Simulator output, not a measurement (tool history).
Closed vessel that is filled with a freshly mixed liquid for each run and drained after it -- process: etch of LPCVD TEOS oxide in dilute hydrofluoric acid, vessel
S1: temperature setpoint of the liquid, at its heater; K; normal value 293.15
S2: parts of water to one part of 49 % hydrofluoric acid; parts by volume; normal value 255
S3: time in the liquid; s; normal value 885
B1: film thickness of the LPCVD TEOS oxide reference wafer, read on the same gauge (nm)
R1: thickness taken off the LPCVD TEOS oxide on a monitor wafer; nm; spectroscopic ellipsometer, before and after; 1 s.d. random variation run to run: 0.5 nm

run 1 hour=0.0 | S1=293.15 S2=255 S3=1185 | B1=29.97 | R1=71.68
run 2 hour=48.1 | S1=290.15 S2=255 S3=485 | B1=30.01 | R1=26.28
run 3 hour=80.1 | S1=290.15 S2=255 S3=485 | B1=30.01 | R1=26.25
run 4 hour=110.7 | S1=290.15 S2=255 S3=485 | B1=29.98 | R1=26.43
run 5 hour=181.3 | S1=293.15 S2=255 S3=885 | B1=29.99 | R1=52.95
run 6 hour=222.2 | S1=295.15 S2=255 S3=885 | B1=30.00 | R1=57.29
run 7 hour=247.5 | S1=290.15 S2=255 S3=730 | B1=29.98 | R1=39.92
run 8 hour=296.5 | S1=290.15 S2=255 S3=730 | B1=29.98 | R1=39.40
run 9 hour=364.1 | S1=290.15 S2=255 S3=730 | B1=29.98 | R1=39.00
-- hour=402.8 thermometer replaced
run 10 hour=403.3 | S1=293.15 S2=255 S3=885 | B1=30.01 | R1=53.82
-- hour=451.7 gauge calibrated
run 11 hour=460.0 | S1=293.15 S2=255 S3=885 | B1=30.00 | R1=54.30
run 12 hour=500.9 | S1=290.15 S2=165 S3=885 | B1=30.01 | R1=78.93
run 13 hour=538.2 | S1=293.15 S2=370 S3=885 | B1=29.97 | R1=33.45
run 14 hour=585.9 | S1=290.65 S2=160 S3=1340 | B1=30.02 | R1=129.27
run 15 hour=705.3 | S1=290.15 S2=255 S3=730 | B1=30.00 | R1=39.36
run 16 hour=750.7 | S1=297.15 S2=360 S3=650 | B1=30.02 | R1=29.44
-- hour=757.9 hydrofluoric acid flow meter replaced
run 17 hour=965.7 | S1=291.65 S2=305 S3=885 | B1=29.99 | R1=40.73
run 18 hour=1018.2 | S1=290.15 S2=255 S3=1400 | B1=29.99 | R1=75.45
run 19 hour=1067.8 | S1=293.15 S2=255 S3=885 | B1=30.00 | R1=52.92
run 20 hour=1103.0 | S1=293.15 S2=255 S3=395 | B1=30.00 | R1=24.00
run 21 hour=1174.6 | S1=296.15 S2=140 S3=600 | B1=29.97 | R1=82.04
run 22 hour=1209.6 | S1=296.15 S2=300 S3=1320 | B1=30.02 | R1=72.18
run 23 hour=1270.2 | S1=290.15 S2=125 S3=1205 | B1=29.98 | R1=152.88

What if the next run were any one of these 4? Each begins from the tool's condition after run 23:
run A hour=1271.1 | S1=293.15 S2=145 S3=885 | B1=? | R1=?
run B hour=1271.1 | S1=291.15 S2=255 S3=1090 | B1=? | R1=?
run C hour=1271.1 | S1=294.65 S2=300 S3=1320 | B1=? | R1=?
run D hour=1271.1 | S1=293.15 S2=125 S3=885 | B1=? | R1=?

run=A B1=30.00 R1=104.94
run=B B1=30.00 R1=61.15
run=C B1=30.00 R1=68.80
run=D B1=30.00 R1=124.35
Stripped of hidden state, with their random variation kept, the same runs would have yielded:
run=A R1=104.94
run=B R1=61.15
run=C R1=68.80
run=D R1=124.35
